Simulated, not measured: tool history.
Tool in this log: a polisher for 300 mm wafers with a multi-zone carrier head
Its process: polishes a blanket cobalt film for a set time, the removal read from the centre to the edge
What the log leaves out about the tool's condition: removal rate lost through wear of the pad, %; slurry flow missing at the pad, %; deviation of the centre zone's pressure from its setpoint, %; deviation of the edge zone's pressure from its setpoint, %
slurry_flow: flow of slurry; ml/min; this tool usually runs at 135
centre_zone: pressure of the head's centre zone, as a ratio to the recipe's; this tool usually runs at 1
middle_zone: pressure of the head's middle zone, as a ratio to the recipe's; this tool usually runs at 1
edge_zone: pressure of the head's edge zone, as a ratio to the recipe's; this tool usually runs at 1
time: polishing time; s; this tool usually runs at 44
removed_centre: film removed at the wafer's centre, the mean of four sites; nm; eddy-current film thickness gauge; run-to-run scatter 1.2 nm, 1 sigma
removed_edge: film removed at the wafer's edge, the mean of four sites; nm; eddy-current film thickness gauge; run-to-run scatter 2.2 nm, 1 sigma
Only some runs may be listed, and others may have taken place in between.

run   hour  slurry_flow  centre_zone  middle_zone  edge_zone  time  wafers since the last listed run  wafers polished on this pad  hours since the slurry nozzle was cleaned  hours since the centre zone pressure was calibrated  hours since the edge zone pressure was calibrated  hours since the carrier head's membrane was replaced  incoming thickness of the incoming film, nm  removed_centre  removed_edge
  1      0          135            1            1          1    44                                 0                          730                                      789.5                                                620.8                                             1232.4                                                1778.8                                         1124           177.9         186.1
       4.7  -- worn pad replaced by a new one
  2   15.6          135            1            1          1    44                                83                           77                                      805.1                                                636.4                                               1248                                                1794.4                                       1101.3           177.6         184.4
  3   30.5          135            1            1          1    44                               106                          184                                        820                                                651.3                                             1262.9                                                1809.3                                       1093.8           178.9           191
  4     39          135            1            1          1    44                                60                          245                                      828.5                                                659.8                                             1271.4                                                1817.8                                       1106.4           177.4         188.4
  5   54.3          135            1            1          1    44                               109                          355                                      843.8                                                675.1                                             1286.7                                                1833.1                                       1112.6             179         183.4
  6     68          135            1            1          1    44                                98                          453                                      857.5                                                688.8                                             1300.4                                                1846.8                                       1110.6           180.6         186.8
        73  -- slurry nozzle cleaned
      78.2  -- edge zone pressure recalibrated
  7   80.8          135            1            1          1    44                                70                          524                                        7.8                                                701.6                                                2.6                                                1859.6                                       1113.9           180.3         183.5
  8     88          135            1            1          1    44                                51                          575                                         15                                                708.8                                                9.8                                                1866.8                                       1090.7             177         181.7
        95  -- centre zone pressure recalibrated
      97.2  -- worn pad replaced by a new one
  9  118.9          135            1            1          1    44                               191                          155                                       45.9                                                 23.9                                               40.7                                                1897.7                                       1105.6             178         180.7
 10  132.3          135         1.08            1       0.96    44                                96                          251                                       59.3                                                 37.3                                               54.1                                                1911.1                                       1127.7           193.8         179.7
 11  140.5          135         0.93            1          1    44                                58                          310                                       67.5                                                 45.5                                               62.3                                                1919.3                                       1111.6           165.9         180.2
 12  155.6          135            1            1          1    44                               108                          418                                       82.6                                                 60.6                                               77.4                                                1934.4                                       1113.8           175.5         189.8
 13  164.3          135         1.12         1.04        1.1    48                                62                          481                                       91.3                                                 69.3                                               86.1                                                1943.1                                       1111.8           219.8         211.3
     184.1  -- worn pad replaced by a new one
 14  184.6          135            1            1          1    44                               116                            3                                      111.6                                                 89.6                                              106.4                                                1963.4                                       1097.5           178.2         187.6
     190.6  -- carrier head's membrane replaced by a new one
 15  196.8          135            1            1          1    44                                51                           55                                      123.8                                                101.8                                              118.6                                                   6.2                                       1090.1           178.7         183.3
 16  214.1          135         1.08            1       1.06    44                               124                          179                                      141.1                                                119.1                                              135.9                                                  23.5                                       1105.3           192.8         189.9
 17    223          135            1            1       0.95    44                                63                          243                                        150                                                  128                                              144.8                                                  32.4                                       1100.9           178.8         181.5
 18  235.7          135            1            1       0.96    44                                91                          334                                      162.7                                                140.7                                              157.5                                                  45.1                                       1109.2           178.7         182.7
 19  242.3          135            1            1          1    44                                47                          381                                      169.3                                                147.3                                              164.1                                                  51.7                                       1108.4           178.7         183.9

Hidden state, per run?
removal rate lost through wear of the pad, %: 0 on each run
slurry flow missing at the pad, %: 0 on each run
deviation of the centre zone's pressure from its setpoint, %: 0 on each run
deviation of the edge zone's pressure from its setpoint, %: 0 on each run
